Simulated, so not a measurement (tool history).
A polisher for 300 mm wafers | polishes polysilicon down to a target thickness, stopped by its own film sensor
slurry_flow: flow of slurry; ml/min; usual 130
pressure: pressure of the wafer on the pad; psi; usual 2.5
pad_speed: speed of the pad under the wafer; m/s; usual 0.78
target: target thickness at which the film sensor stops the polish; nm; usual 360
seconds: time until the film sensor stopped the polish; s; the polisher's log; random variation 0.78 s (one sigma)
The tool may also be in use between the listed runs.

run    hour  slurry_flow  pressure  pad_speed  target  incoming thickness of the incoming film, nm  seconds
  1       0          130       2.5       0.78     360                                        733.3    102.5
       36.1  -- worn pad replaced by a new one
  2      67          130       2.5       0.78     360                                        726.2     91.5
  3   141.4          130       2.5       0.78     264                                        725.7    117.4
      235.2  -- slurry nozzle cleaned
  4   236.8          130       2.5       0.78     264                                        733.6    108.3
  5   279.9          130       2.5       0.78     264                                        732.5    108.1
  6   377.5          130       2.5       0.78     360                                        732.2     89.7
  7   421.6          130       2.5       0.78     360                                        731.6     93.2
      464.9  -- head pressure recalibrated
  8   507.3          130       2.5       0.78     360                                        718.9     90.1
  9   772.8          130       2.5       0.78     360                                        719.4     97.3
      809.5  -- worn pad replaced by a new one
 10   840.4          130       2.5       0.78     360                                        732.4     95.1
 11   920.3          130       2.5       0.78     360                                        718.1     93.7
 12   972.9          130       2.5       0.78     360                                        733.3       99
 13    1028          160       2.5       0.78     360                                        729.2     93.2
     1043.2  -- slurry nozzle cleaned
 14  1077.9          130       2.5       0.78     360                                        741.4     92.9
 15  1184.6           90       2.9       0.78     360                                        727.3       97
 16    1271          115       1.8       1.06     267                                        732.7    115.7
 17  1364.4          110       2.5       0.68     309                                        731.2    136.4
 18  1464.7          130       2.5       1.04     253                                        725.8     99.4
 19  1516.9          155       2.8       0.54     473                                          736     90.3
 20  1619.6          145       2.5       0.78     360                                        733.8    101.8
     1641.7  -- worn pad replaced by a new one
 21  1693.6          115       3.3       1.06     360                                        723.3     59.1
 22  1768.8           95       2.9          1     231                                        719.6    104.1
 23  1835.7          130       1.8       0.66     251                                        736.5    187.2
     1870.5  -- slurry nozzle cleaned
 24  1890.2          170       2.1       0.66     478                                        718.5     70.1
     2034.4  -- head pressure recalibrated
 25  2131.6          170       2.5       0.78     360                                        725.2     88.7
 26  2185.9          130       2.5       0.78     413                                          729     84.6
 27  2289.5          130       2.5       0.78     360                                        732.5    100.9
 28  2379.5          160       2.5       0.78     360                                        733.6       97
 29  2440.8          130       2.5       1.04     360                                        732.1     78.1
 30  2479.5          130       2.5       0.78     360                                        738.4    106.3
     2500.4  -- worn pad replaced by a new one
 31  2529.7          130       2.5       0.78     360                                        736.4     97.7
 32  2585.6           95         3       0.92     266                                        733.6    105.1
 33  2676.2          145       2.5       0.68     360                                        719.5    106.5
 34  2721.2          130       1.6       0.78     360                                        724.1    133.9
     2741.1  -- slurry nozzle cleaned
 35  2787.7          130       2.5       0.92     421                                        735.4     63.4
 36  2826.9           95       1.9       0.62     360                                        740.7    151.5
 37  2883.6          130       2.9       0.78     360                                        726.9     83.5

Measured less the same run without the tool's hidden state. The same run-to-run variation is in both; the gauge's scatter may not be:
The hidden state here: removal rate lost through wear of the pad, %; slurry flow missing at the pad, %; deviation of the head's pressure from its setpoint, %.
run  seconds
  1    +23.2
  2    +13.1
  3    +20.1
  4     +7.8
  5    +10.1
  6      +12
  7    +13.9
  8    +15.6
  9    +21.3
 10    +14.8
 11    +17.4
 12    +19.9
 13      +18
 14    +11.5
 15    +18.1
 16    +23.5
 17    +31.6
 18    +23.5
 19    +20.7
 20      +25
 21    +10.1
 22    +23.2
 23    +37.4
 24     +6.4
 25      +15
 26    +17.1
 27    +22.4
 28    +20.9
 29      +19
 30    +26.2
 31    +16.8
 32      +25
 33    +21.9
 34    +30.7
 35     +7.5
 36    +22.1
 37    +13.1

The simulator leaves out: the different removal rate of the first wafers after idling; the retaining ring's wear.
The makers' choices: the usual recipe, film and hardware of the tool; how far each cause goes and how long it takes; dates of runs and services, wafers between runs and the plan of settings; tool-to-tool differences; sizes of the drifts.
